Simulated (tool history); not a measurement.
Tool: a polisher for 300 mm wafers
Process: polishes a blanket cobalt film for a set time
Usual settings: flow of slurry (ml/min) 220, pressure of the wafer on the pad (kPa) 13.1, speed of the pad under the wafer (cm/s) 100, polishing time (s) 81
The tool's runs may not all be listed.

| run | day | flow of slurry (ml/min) | pressure of the wafer on the pad (kPa) | speed of the pad under the wafer (cm/s) | polishing time (s) | incoming thickness of the incoming film, nm | film removed (Å) |
|---|---|---|---|---|---|---|---|
| 1 | 0.000 | 220 | 13.1 | 100 | 81 | 1163.3 | 3997 |
|  | 1.083 | slurry nozzle cleaned |
|  | 2.471 | worn pad replaced by a new one |
| 2 | 3.233 | 220 | 13.1 | 100 | 81 | 1149.1 | 3976 |
| 3 | 7.425 | 220 | 13.1 | 100 | 81 | 1159.7 | 3979 |
| 4 | 11.771 | 220 | 13.1 | 100 | 81 | 1153.7 | 3960 |
|  | 12.617 | worn pad replaced by a new one |
| 5 | 15.875 | 220 | 13.1 | 100 | 81 | 1144.3 | 4007 |
| 6 | 18.883 | 220 | 13.1 | 100 | 81 | 1150.0 | 3987 |
|  | 19.025 | slurry nozzle cleaned |
| 7 | 22.754 | 220 | 13.1 | 100 | 81 | 1167.9 | 3962 |
|  | 24.242 | worn pad replaced by a new one |
| 8 | 25.879 | 220 | 13.1 | 100 | 81 | 1174.7 | 3955 |
| 9 | 27.667 | 220 | 17.2 | 100 | 81 | 1166.9 | 4681 |
| 10 | 31.975 | 160 | 10.3 | 114 | 81 | 1149.7 | 3767 |
|  | 34.146 | worn pad replaced by a new one |
| 11 | 35.896 | 220 | 13.1 | 100 | 81 | 1131.4 | 3950 |
|  | 36.871 | slurry nozzle cleaned |
| 12 | 39.100 | 185 | 9.7 | 122 | 81 | 1151.9 | 3933 |
| 13 | 40.688 | 220 | 13.1 | 74 | 81 | 1144.8 | 3011 |
|  | 41.700 | head pressure recalibrated |
|  | 43.908 | worn pad replaced by a new one |
| 14 | 44.825 | 220 | 16.5 | 100 | 103 | 1144.4 | 5832 |
| 15 | 46.683 | 170 | 13.1 | 100 | 96 | 1173.0 | 4533 |
| 16 | 50.692 | 220 | 13.1 | 100 | 81 | 1144.7 | 3997 |
| 17 | 52.229 | 200 | 9.7 | 100 | 81 | 1167.1 | 3290 |

Forecast each of these 3 alternatives for the next run:
| A | 52.246 | 220 | 13.1 | 100 | 81 | 1160.2 | ? |
| B | 52.246 | 220 | 11.7 | 110 | 71 | 1160.2 | ? |
| C | 52.246 | 145 | 13.1 | 100 | 70 | 1160.2 | ? |

| run | film removed (Å) |
|---|---|
| A | 3933 |
| B | 3527 |
| C | 3209 |
Without the tool's hidden state the same runs would have given:
| run | film removed (Å) |
|---|---|
| A | 3933 |
| B | 3527 |
| C | 3209 |

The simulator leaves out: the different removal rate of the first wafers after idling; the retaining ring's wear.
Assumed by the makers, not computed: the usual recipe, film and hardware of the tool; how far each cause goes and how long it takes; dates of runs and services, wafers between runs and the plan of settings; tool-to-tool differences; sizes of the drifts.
